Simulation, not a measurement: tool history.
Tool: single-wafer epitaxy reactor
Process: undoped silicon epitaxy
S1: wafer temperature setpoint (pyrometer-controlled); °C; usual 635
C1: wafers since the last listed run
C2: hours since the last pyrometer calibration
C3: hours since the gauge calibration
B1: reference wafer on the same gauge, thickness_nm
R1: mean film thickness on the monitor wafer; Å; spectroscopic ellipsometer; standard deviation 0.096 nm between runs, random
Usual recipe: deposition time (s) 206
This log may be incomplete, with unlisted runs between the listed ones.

run 1 day=0.000 | S1=635 deposition_time_(s)=198 | C1=0 C2=382.5 C3=853.8 | B1=22.400 | R1=229.13
run 2 day=2.662 | S1=635 deposition_time_(s)=198 | C1=629 C2=446.4 C3=917.7 | B1=22.404 | R1=230.14
run 3 day=5.088 | S1=635 deposition_time_(s)=198 | C1=572 C2=504.6 C3=975.9 | B1=22.399 | R1=231.54
run 4 day=9.167 | S1=625 deposition_time_(s)=206 | C1=963 C2=602.5 C3=1073.8 | B1=22.399 | R1=189.87
run 5 day=11.296 | S1=625 deposition_time_(s)=206 | C1=503 C2=653.6 C3=1124.9 | B1=22.392 | R1=190.64
run 6 day=14.367 | S1=624 deposition_time_(s)=206 | C1=725 C2=727.3 C3=1198.6 | B1=22.389 | R1=186.84
run 7 day=18.858 | S1=635 deposition_time_(s)=206 | C1=1061 C2=835.1 C3=1306.4 | B1=22.395 | R1=236.93
run 8 day=23.258 | S1=635 deposition_time_(s)=206 | C1=1039 C2=940.7 C3=1412.0 | B1=22.421 | R1=237.64
run 9 day=27.075 | S1=635 deposition_time_(s)=196 | C1=901 C2=1032.3 C3=1503.6 | B1=22.396 | R1=223.72
run 10 day=29.300 | S1=635 deposition_time_(s)=196 | C1=525 C2=1085.7 C3=1557.0 | B1=22.414 | R1=226.07
run 11 day=33.167 | S1=635 deposition_time_(s)=206 | C1=913 C2=1178.5 C3=1649.8 | B1=22.387 | R1=235.32
-- day=33.450 gauge calibrated
run 12 day=36.962 | S1=635 deposition_time_(s)=206 | C1=896 C2=1269.6 C3=84.3 | B1=22.403 | R1=235.32
run 13 day=38.642 | S1=635 deposition_time_(s)=206 | C1=396 C2=1309.9 C3=124.6 | B1=22.400 | R1=233.99
run 14 day=41.679 | S1=635 deposition_time_(s)=206 | C1=717 C2=1382.8 C3=197.5 | B1=22.414 | R1=234.20
run 15 day=43.579 | S1=635 deposition_time_(s)=206 | C1=448 C2=1428.4 C3=243.1 | B1=22.421 | R1=231.88
run 16 day=46.900 | S1=635 deposition_time_(s)=206 | C1=784 C2=1508.1 C3=322.8 | B1=22.401 | R1=231.02
-- day=49.838 pyrometer calibrated
run 17 day=49.858 | S1=635 deposition_time_(s)=206 | C1=620 C2=0.5 C3=393.8 | B1=22.388 | R1=237.99
run 18 day=51.588 | S1=623 deposition_time_(s)=183 | C1=408 C2=42.0 C3=435.3 | B1=22.375 | R1=163.37
run 19 day=54.017 | S1=649 deposition_time_(s)=219 | C1=573 C2=100.3 C3=493.6 | B1=22.396 | R1=343.67
run 20 day=57.938 | S1=635 deposition_time_(s)=206 | C1=926 C2=194.4 C3=587.7 | B1=22.421 | R1=238.46
run 21 day=60.562 | S1=635 deposition_time_(s)=206 | C1=620 C2=257.4 C3=650.7 | B1=22.385 | R1=237.17
run 22 day=63.321 | S1=643 deposition_time_(s)=171 | C1=651 C2=323.6 C3=716.9 | B1=22.399 | R1=237.48
run 23 day=66.729 | S1=629 deposition_time_(s)=193 | C1=805 C2=405.4 C3=798.7 | B1=22.379 | R1=195.19
run 24 day=69.571 | S1=635 deposition_time_(s)=206 | C1=671 C2=473.6 C3=866.9 | B1=22.400 | R1=238.37
run 25 day=71.300 | S1=635 deposition_time_(s)=206 | C1=408 C2=515.1 C3=908.4 | B1=22.399 | R1=236.01
run 26 day=75.108 | S1=622 deposition_time_(s)=230 | C1=899 C2=606.5 C3=999.8 | B1=22.414 | R1=199.23
run 27 day=78.929 | S1=635 deposition_time_(s)=206 | C1=902 C2=698.2 C3=1091.5 | B1=22.406 | R1=238.38
run 28 day=83.192 | S1=649 deposition_time_(s)=190 | C1=1007 C2=800.5 C3=1193.8 | B1=22.405 | R1=297.52
run 29 day=96.338 | S1=635 deposition_time_(s)=244 | C1=3106 C2=1116.0 C3=1509.3 | B1=22.413 | R1=278.82
run 30 day=100.192 | S1=629 deposition_time_(s)=174 | C1=910 C2=1208.5 C3=1601.8 | B1=22.397 | R1=172.39
run 31 day=102.862 | S1=627 deposition_time_(s)=239 | C1=631 C2=1272.6 C3=1665.9 | B1=22.390 | R1=226.61
run 32 day=104.638 | S1=635 deposition_time_(s)=235 | C1=419 C2=1315.2 C3=1708.5 | B1=22.406 | R1=268.26

For each run, what was the tool's unlogged condition?
gauge reads high (%): 0 on each run
H1: wafer temperature above the value expected at the setpoint (K)
run=1 H1=-0.135
run=2 H1=-0.164
run=3 H1=-0.194
run=4 H1=-0.252
run=5 H1=-0.287
run=6 H1=-0.342
run=7 H1=-0.433
run=8 H1=-0.534
run=9 H1=-0.632
run=10 H1=-0.693
run=11 H1=-0.807
run=12 H1=-0.927
run=13 H1=-0.983
run=14 H1=-1.09
run=15 H1=-1.16
run=16 H1=-1.29
run=17 H1=-0.106
run=18 H1=-0.107
run=19 H1=-0.111
run=20 H1=-0.126
run=21 H1=-0.141
run=22 H1=-0.162
run=23 H1=-0.194
run=24 H1=-0.227
run=25 H1=-0.249
run=26 H1=-0.304
run=27 H1=-0.369
run=28 H1=-0.452
run=29 H1=-0.779
run=30 H1=-0.895
run=31 H1=-0.981
run=32 H1=-1.04
